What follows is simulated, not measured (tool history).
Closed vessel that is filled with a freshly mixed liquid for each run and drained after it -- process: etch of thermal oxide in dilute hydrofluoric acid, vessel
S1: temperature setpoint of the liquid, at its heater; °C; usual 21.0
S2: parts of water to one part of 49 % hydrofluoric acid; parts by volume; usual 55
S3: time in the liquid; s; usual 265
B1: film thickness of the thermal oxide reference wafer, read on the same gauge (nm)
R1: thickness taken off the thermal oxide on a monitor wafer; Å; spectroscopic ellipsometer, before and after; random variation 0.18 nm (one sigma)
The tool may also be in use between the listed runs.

run     day    S1  S2   S3      B1     R1
  1   0.000  21.0  60  265  119.98  197.4
  2   1.692  21.0  60  265  120.00  196.8
  3   3.446  21.0  55  265  119.98  216.7
  4   5.712  21.0  55  265  119.99  213.5
  5   7.554  21.0  55  265  119.98  217.0
  6   8.696  21.0  55  265  119.98  217.5
  7   9.729  21.0  55  265  120.02  217.7
  8  12.025  21.0  55  265  120.01  219.6
  9  14.467  21.0  55  265  119.99  222.3
 10  16.629  21.0  55  265  120.01  219.9
 11  19.362  21.0  55  265  120.00  221.8
     22.854  -- thermometer replaced
     27.012  -- hydrofluoric acid flow meter replaced
 12  27.275  21.0  55  265  119.99  208.6
 13  28.721  21.0  55  265  120.00  209.8
 14  30.246  21.0  55  265  119.98  213.7
     30.412  -- gauge calibrated
 15  31.783  21.0  55  265  119.99  213.7
 16  34.446  18.5  55  265  119.99  192.2
 17  36.112  21.0  60  265  120.01  198.5
 18  37.575  19.0  30  265  119.98  381.5
 19  40.825  17.0  80  165  120.02   76.8
 20  43.029  23.5  35  140  120.00  207.1
 21  48.508  21.0  55  220  120.00  183.3
 22  51.438  21.0  60  265  120.01  197.9
 23  53.092  17.0  80  265  120.00  125.1
 24  54.162  21.0  55  265  119.99  221.5
 25  56.996  21.0  55  135  119.98  113.2
     57.371  -- thermometer replaced
 26  59.162  21.0  55  420  120.01  335.9
 27  61.096  21.0  85  190  120.01   94.4
 28  63.967  24.5  55  135  119.99  126.0
 29  65.592  17.5  35  140  120.01  156.2
 30  67.629  24.0  35  380  120.01  556.6
 31  69.054  21.0  55  265  120.02  213.4
 32  70.917  17.5  45  345  119.98  296.8

What the log doesn't show, run by run:
hydrofluoric acid flow below the setpoint (%): 0 across all the runs
gauge reads high (%): 0 across all the runs
H1: liquid hotter than its thermometer reads (K)
run      H1
  1   0.617
  2   0.677
  3   0.741
  4   0.822
  5   0.888
  6   0.929
  7   0.966
  8    1.05
  9    1.14
 10    1.21
 11    1.31
 12   0.202
 13   0.254
 14   0.309
 15   0.364
 16    0.46
 17    0.52
 18   0.573
 19   0.689
 20   0.769
 21   0.966
 22    1.07
 23    1.13
 24    1.17
 25    1.27
 26  0.0699
 27   0.139
 28   0.243
 29   0.301
 30   0.374
 31   0.426
 32   0.492
